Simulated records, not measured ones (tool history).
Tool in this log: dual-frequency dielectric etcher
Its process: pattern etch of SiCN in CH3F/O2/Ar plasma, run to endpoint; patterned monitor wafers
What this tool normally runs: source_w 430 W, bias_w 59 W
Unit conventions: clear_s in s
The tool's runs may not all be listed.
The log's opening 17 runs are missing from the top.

run	hour	source_w	bias_w	incoming incoming film thickness, nm	clear_s
# hour 1537.2: source power generator calibrated, repeated, since the last time left the tool worse
18	1557	520	54	12.9	32.7
19	1632.5	480	44	12.77	37.6
20	1677.9	350	65	12.83	34.2
# hour 1689: bias power generator calibrated
21	1770	520	73	12.77	27.6
22	1853.5	460	59	12.81	32.7
23	1924.8	490	54	12.73	33
24	1965.4	500	59	12.83	31.9
# hour 2047: wet clean of the chamber
25	2059.4	430	59	12.78	33.4
26	2097.3	430	51	12.79	36.1
27	2172.4	430	59	12.71	33.4
28	2268.8	320	49	12.87	41.7
29	2331.4	480	44	12.76	37.6
30	2395.8	350	48	12.74	40.3

3 options for the next run, each taken on its own from the tool as it stands now. Forecast them:
A	2396.2	430	59	12.77	?
B	2396.2	470	44	12.77	?
C	2396.2	340	73	12.77	?

run	clear_s
A	33.6
B	38.3
C	32.7
Without the tool's hidden state the same runs would have given:
run	clear_s
A	33.3
B	38
C	32.4
